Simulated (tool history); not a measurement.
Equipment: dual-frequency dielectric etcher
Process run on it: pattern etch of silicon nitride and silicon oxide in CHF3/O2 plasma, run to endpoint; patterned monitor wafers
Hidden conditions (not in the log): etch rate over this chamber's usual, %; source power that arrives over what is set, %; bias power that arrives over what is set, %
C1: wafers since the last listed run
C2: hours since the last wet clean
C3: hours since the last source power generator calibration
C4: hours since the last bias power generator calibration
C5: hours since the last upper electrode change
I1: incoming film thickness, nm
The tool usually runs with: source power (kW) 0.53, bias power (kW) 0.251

Run 1, hour 0: usual settings; C1 0; C2 475.4; C3 1756.3; C4 4282.2; C5 4450.6; I1 252. Result: endpoint time (s) 137.7.
Run 2, hour 7.4: usual settings; C1 53; C2 482.8; C3 1763.7; C4 4289.6; C5 4458; I1 253.5. Result: endpoint time (s) 137.3.
Run 3, hour 15: usual settings; C1 55; C2 490.4; C3 1771.3; C4 4297.2; C5 4465.6; I1 252. Result: endpoint time (s) 134.9.
Run 4, hour 32.7: usual settings but source power (kW) 0.56; C1 128; C2 508.1; C3 1789; C4 4314.9; C5 4483.3; I1 252.1. Result: endpoint time (s) 132.6.
Run 5, hour 45.9: usual settings; C1 95; C2 521.3; C3 1802.2; C4 4328.1; C5 4496.5; I1 249.9. Result: endpoint time (s) 134.8.
Run 6, hour 59.4: usual settings; C1 97; C2 534.8; C3 1815.7; C4 4341.6; C5 4510; I1 251.6. Result: endpoint time (s) 136.2.
Run 7, hour 70.1: usual settings; C1 77; C2 545.5; C3 1826.4; C4 4352.3; C5 4520.7; I1 250.6. Result: endpoint time (s) 135.
Run 8, hour 86.4: usual settings; C1 118; C2 561.8; C3 1842.7; C4 4368.6; C5 4537; I1 254.8. Result: endpoint time (s) 136.7.
At hour 118.2: wet clean of the chamber.
At hour 131.2: upper electrode replaced.
Run 9, hour 131.7: usual settings but bias power (kW) 0.284; C1 59; C2 13.5; C3 1888; C4 4413.9; C5 0.5; I1 253.3. Result: endpoint time (s) 126.8.
Run 10, hour 132.1: usual settings but bias power (kW) 0.284; C1 2; C2 13.9; C3 1888.4; C4 4414.3; C5 0.9; I1 255.1. Result: endpoint time (s) 128.
Run 11, hour 132.8: usual settings but source power (kW) 0.43; C1 5; C2 14.6; C3 1889.1; C4 4415; C5 1.6; I1 250.6. Result: endpoint time (s) 145.3.
At hour 156.4: source power generator calibrated.
At hour 171: wet clean of the chamber, repeated, since the last time left the tool worse.
Run 12, hour 171.5: usual settings but source power (kW) 0.66, bias power (kW) 0.272; C1 145; C2 0.5; C3 15.1; C4 4453.7; C5 40.3; I1 251.6. Result: endpoint time (s) 123.
Run 13, hour 171.8: usual settings but source power (kW) 0.62, bias power (kW) 0.207; C1 2; C2 0.8; C3 15.4; C4 4454; C5 40.6; I1 250.8. Result: endpoint time (s) 136.
Run 14, hour 172.2: usual settings but source power (kW) 0.42, bias power (kW) 0.215; C1 2; C2 1.2; C3 15.8; C4 4454.4; C5 41; I1 253.3. Result: endpoint time (s) 164.8.
At hour 177.7: bias power generator calibrated.
Run 15, hour 178.2: usual settings; C1 14; C2 7.2; C3 21.8; C4 0.5; C5 47; I1 250.9. Result: endpoint time (s) 139.8.
Run 16, hour 188.9: usual settings but source power (kW) 0.57, bias power (kW) 0.311; C1 77; C2 17.9; C3 32.5; C4 11.2; C5 57.7; I1 251.8. Result: endpoint time (s) 126.4.
Run 17, hour 206.8: usual settings but source power (kW) 0.42, bias power (kW) 0.219; C1 129; C2 35.8; C3 50.4; C4 29.1; C5 75.6; I1 251.5. Result: endpoint time (s) 162.7.
Run 18, hour 220.9: usual settings but source power (kW) 0.45; C1 102; C2 49.9; C3 64.5; C4 43.2; C5 89.7; I1 255.7. Result: endpoint time (s) 154.1.
Run 19, hour 231.1: usual settings; C1 73; C2 60.1; C3 74.7; C4 53.4; C5 99.9; I1 252.4. Result: endpoint time (s) 138.9.
Run 20, hour 243.5: usual settings; C1 89; C2 72.5; C3 87.1; C4 65.8; C5 112.3; I1 254.4. Result: endpoint time (s) 140.
Run 21, hour 251.5: usual settings but source power (kW) 0.58, bias power (kW) 0.28; C1 57; C2 80.5; C3 95.1; C4 73.8; C5 120.3; I1 254.1. Result: endpoint time (s) 130.1.
Run 22, hour 263.7: usual settings but source power (kW) 0.59, bias power (kW) 0.218; C1 88; C2 92.7; C3 107.3; C4 86; C5 132.5; I1 252.2. Result: endpoint time (s) 137.7.

What if the next run were any one of these 4? Each begins from the tool's condition after run 22:
Run A, hour 264.2: usual settings but bias power (kW) 0.286; C1 3; C2 93.2; C3 107.8; C4 86.5; C5 133; I1 251.1. Result: endpoint time (s) ?.
Run B, hour 264.2: usual settings but source power (kW) 0.49, bias power (kW) 0.286; C1 3; C2 93.2; C3 107.8; C4 86.5; C5 133; I1 251.1. Result: endpoint time (s) ?.
Run C, hour 264.2: usual settings but source power (kW) 0.6, bias power (kW) 0.215; C1 3; C2 93.2; C3 107.8; C4 86.5; C5 133; I1 251.1. Result: endpoint time (s) ?.
Run D, hour 264.2: usual settings but source power (kW) 0.65, bias power (kW) 0.293; C1 3; C2 93.2; C3 107.8; C4 86.5; C5 133; I1 251.1. Result: endpoint time (s) ?.

run  endpoint time (s)
  A              133.3
  B              138.5
  C                136
  D              120.1
With no hidden state in the tool, these same runs would have given:
run  endpoint time (s)
  A              134.2
  B              139.5
  C                137
  D              120.9
